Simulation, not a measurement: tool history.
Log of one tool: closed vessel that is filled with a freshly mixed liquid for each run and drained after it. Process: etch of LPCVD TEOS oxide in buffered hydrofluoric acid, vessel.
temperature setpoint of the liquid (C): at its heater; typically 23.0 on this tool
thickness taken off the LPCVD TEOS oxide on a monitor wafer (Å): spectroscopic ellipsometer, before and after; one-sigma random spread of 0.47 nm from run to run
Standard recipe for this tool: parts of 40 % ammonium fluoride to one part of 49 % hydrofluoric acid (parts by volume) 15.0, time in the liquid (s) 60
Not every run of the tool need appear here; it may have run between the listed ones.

run,hour,temperature setpoint of the liquid (C),parts of 40 % ammonium fluoride to one part of 49 % hydrofluoric acid (parts by volume),time in the liquid (s),"read-back film thickness of the LPCVD TEOS oxide reference wafer, read on the same gauge (nm)",thickness taken off the LPCVD TEOS oxide on a monitor wafer (Å)
1,0.0,19.5,15.0,60,39.99,576.9
2,29.5,19.5,15.0,60,39.99,575.3
3,82.0,19.5,15.0,60,40.00,567.6
4,107.6,23.0,15.0,80,39.99,932.6
5,132.4,23.0,15.0,60,40.02,691.7
6,155.3,23.0,15.0,60,40.02,692.3
7,184.8,22.0,15.0,60,40.01,653.0
8,207.4,22.0,15.0,60,40.00,651.5
9,221.0,22.0,15.0,60,40.00,659.2
10,240.2,26.0,15.0,60,39.99,814.9
# hour 254.8: gauge calibrated
11,255.3,26.0,15.0,60,39.99,818.3
12,276.6,26.0,15.0,60,39.99,824.6
13,303.7,27.0,11.0,80,39.99,1583.7
14,325.6,23.0,15.0,60,39.99,707.4
15,350.8,19.0,19.5,60,40.00,439.0
16,384.9,23.0,15.0,60,40.00,701.6
# hour 410.6: thermometer replaced
17,411.1,21.0,15.0,60,40.02,557.1
18,444.1,23.0,15.0,60,40.00,633.9
19,462.7,23.0,16.5,85,40.00,809.1
# hour 463.8: hydrofluoric acid flow meter replaced
20,533.5,19.0,20.5,80,39.99,498.4
21,565.1,19.5,20.0,35,40.00,231.6
22,593.3,25.5,18.5,60,39.99,589.3
23,628.5,23.0,15.0,60,40.01,624.9
24,659.3,20.0,13.0,70,40.01,721.7
25,692.9,23.0,15.0,60,39.99,634.4

The tool's hidden state at each run:
hydrofluoric acid flow above the setpoint (%): 0, the same for each run
gauge reads high (%): 0, the same for each run
H1: liquid hotter than its thermometer reads (K)
run,H1
1,1.99
2,2.03
3,2.1
4,2.13
5,2.16
6,2.19
7,2.23
8,2.26
9,2.27
10,2.3
11,2.32
12,2.35
13,2.38
14,2.41
15,2.44
16,2.49
17,0.273
18,0.316
19,0.34
20,0.431
21,0.471
22,0.508
23,0.553
24,0.593
25,0.636
